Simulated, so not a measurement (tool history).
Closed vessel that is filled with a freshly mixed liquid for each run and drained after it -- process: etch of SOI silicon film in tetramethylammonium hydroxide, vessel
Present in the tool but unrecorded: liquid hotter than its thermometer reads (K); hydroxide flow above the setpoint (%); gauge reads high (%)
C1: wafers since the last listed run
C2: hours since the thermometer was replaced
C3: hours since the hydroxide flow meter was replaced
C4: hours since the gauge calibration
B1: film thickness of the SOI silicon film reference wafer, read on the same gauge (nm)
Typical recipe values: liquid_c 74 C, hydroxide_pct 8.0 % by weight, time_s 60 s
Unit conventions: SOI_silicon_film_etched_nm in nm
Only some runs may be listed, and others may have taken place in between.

run 1 hour=0.0 | liquid_c=74 hydroxide_pct=8.0 time_s=60 | C1=0 C2=984.3 C3=1686.3 C4=220.5 | B1=90.01 | SOI_silicon_film_etched_nm=688.52
run 2 hour=47.3 | liquid_c=74 hydroxide_pct=8.0 time_s=60 | C1=5114 C2=1031.6 C3=1733.6 C4=267.8 | B1=89.98 | SOI_silicon_film_etched_nm=697.82
run 3 hour=114.9 | liquid_c=74 hydroxide_pct=8.0 time_s=60 | C1=7309 C2=1099.2 C3=1801.2 C4=335.4 | B1=90.04 | SOI_silicon_film_etched_nm=706.46
run 4 hour=175.1 | liquid_c=74 hydroxide_pct=7.5 time_s=60 | C1=6509 C2=1159.4 C3=1861.4 C4=395.6 | B1=90.01 | SOI_silicon_film_etched_nm=723.03
run 5 hour=203.4 | liquid_c=74 hydroxide_pct=8.0 time_s=60 | C1=3060 C2=1187.7 C3=1889.7 C4=423.9 | B1=90.01 | SOI_silicon_film_etched_nm=701.45
run 6 hour=269.5 | liquid_c=69 hydroxide_pct=8.0 time_s=60 | C1=7147 C2=1253.8 C3=1955.8 C4=490.0 | B1=90.02 | SOI_silicon_film_etched_nm=534.52
run 7 hour=307.0 | liquid_c=69 hydroxide_pct=8.0 time_s=60 | C1=4055 C2=1291.3 C3=1993.3 C4=527.5 | B1=89.98 | SOI_silicon_film_etched_nm=537.10
-- hour=312.1 thermometer replaced
-- hour=316.4 gauge calibrated
run 8 hour=375.4 | liquid_c=74 hydroxide_pct=8.0 time_s=75 | C1=7288 C2=63.3 C3=2061.7 C4=59.0 | B1=89.94 | SOI_silicon_film_etched_nm=776.66
run 9 hour=427.9 | liquid_c=68 hydroxide_pct=6.0 time_s=60 | C1=5677 C2=115.8 C3=2114.2 C4=111.5 | B1=90.06 | SOI_silicon_film_etched_nm=476.09

Expected results for the next run?
run 10 hour=467.5 | liquid_c=74 hydroxide_pct=10.0 time_s=90 | C1=4282 C2=155.4 C3=2153.8 C4=151.1 | B1=? | SOI_silicon_film_etched_nm=?

B1: 90.00
SOI_silicon_film_etched_nm: 880.74 nm
Were there no unlogged condition in the tool, this run, its random variation unchanged, would have produced SOI_silicon_film_etched_nm 860.29 nm.

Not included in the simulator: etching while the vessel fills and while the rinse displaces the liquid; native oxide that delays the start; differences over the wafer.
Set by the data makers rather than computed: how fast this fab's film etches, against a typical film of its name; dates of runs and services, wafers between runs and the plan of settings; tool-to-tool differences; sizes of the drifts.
